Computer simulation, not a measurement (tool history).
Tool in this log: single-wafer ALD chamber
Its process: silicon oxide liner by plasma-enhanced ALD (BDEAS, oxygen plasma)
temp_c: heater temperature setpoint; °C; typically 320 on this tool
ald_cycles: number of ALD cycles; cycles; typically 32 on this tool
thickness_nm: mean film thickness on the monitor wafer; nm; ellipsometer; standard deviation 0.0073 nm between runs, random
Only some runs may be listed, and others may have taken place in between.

run	hour	temp_c	ald_cycles	wafers since the last listed run	hours since the last thermocouple change	hours since the gauge calibration	read-back reference wafer on the same gauge, thickness_nm	thickness_nm
1	0.0	310	32	0	1016.7	640.2	3.189	2.979
2	42.5	320	35	400	1059.2	682.7	3.191	3.214
3	93.0	320	32	476	1109.7	733.2	3.192	2.931
4	170.6	328	28	732	1187.3	810.8	3.190	2.528
5	236.5	328	28	621	1253.2	876.7	3.190	2.544
6	321.1	328	28	798	1337.8	961.3	3.190	2.539
7	382.8	320	32	582	1399.5	1023.0	3.190	2.922
8	490.0	320	32	1011	1506.7	1130.2	3.191	2.935
9	571.6	320	32	769	1588.3	1211.8	3.192	2.931
10	652.5	320	27	763	1669.2	1292.7	3.190	2.483
11	736.4	320	27	791	1753.1	1376.6	3.193	2.486
12	779.6	320	32	407	1796.3	1419.8	3.188	2.941
13	877.8	320	32	926	1894.5	1518.0	3.191	2.936
14	963.5	320	32	808	1980.2	1603.7	3.193	2.940
15	1063.5	320	32	943	2080.2	1703.7	3.189	2.943
# hour 1077.4: gauge calibrated
16	1159.6	320	32	906	2176.3	82.2	3.191	2.948
17	1237.8	320	32	737	2254.5	160.4	3.190	2.950
18	1277.2	315	35	371	2293.9	199.8	3.189	3.240
# hour 1343.8: thermocouple changed; heater temperature recalibrated
19	1352.3	315	38	633	8.5	274.9	3.189	3.511
20	1431.5	320	26	747	87.7	354.1	3.192	2.386
21	1578.3	313	28	1384	234.5	500.9	3.190	2.593
22	1631.5	328	28	501	287.7	554.1	3.191	2.547
23	1727.1	320	37	901	383.3	649.7	3.188	3.402
24	1786.8	320	32	563	443.0	709.4	3.189	2.941
25	1851.1	328	32	606	507.3	773.7	3.189	2.905
26	1956.4	320	32	993	612.6	879.0	3.187	2.938
27	2062.1	334	26	997	718.3	984.7	3.188	2.355
28	2137.6	326	32	712	793.8	1060.2	3.191	2.914
29	2214.5	332	27	725	870.7	1137.1	3.190	2.437
30	2254.7	328	28	379	910.9	1177.3	3.190	2.539
31	2308.4	333	38	506	964.6	1231.0	3.188	3.424
32	2379.2	315	29	667	1035.4	1301.8	3.188	2.676
33	2435.3	311	32	529	1091.5	1357.9	3.189	2.966
34	2528.7	332	36	881	1184.9	1451.3	3.191	3.250
35	2590.0	320	36	578	1246.2	1512.6	3.191	3.293

What was the tool's hidden state at every run in the log?
wafer temperature above the value expected at the setpoint (K): 0 across all the runs
gauge reads high (%): 0 across all the runs

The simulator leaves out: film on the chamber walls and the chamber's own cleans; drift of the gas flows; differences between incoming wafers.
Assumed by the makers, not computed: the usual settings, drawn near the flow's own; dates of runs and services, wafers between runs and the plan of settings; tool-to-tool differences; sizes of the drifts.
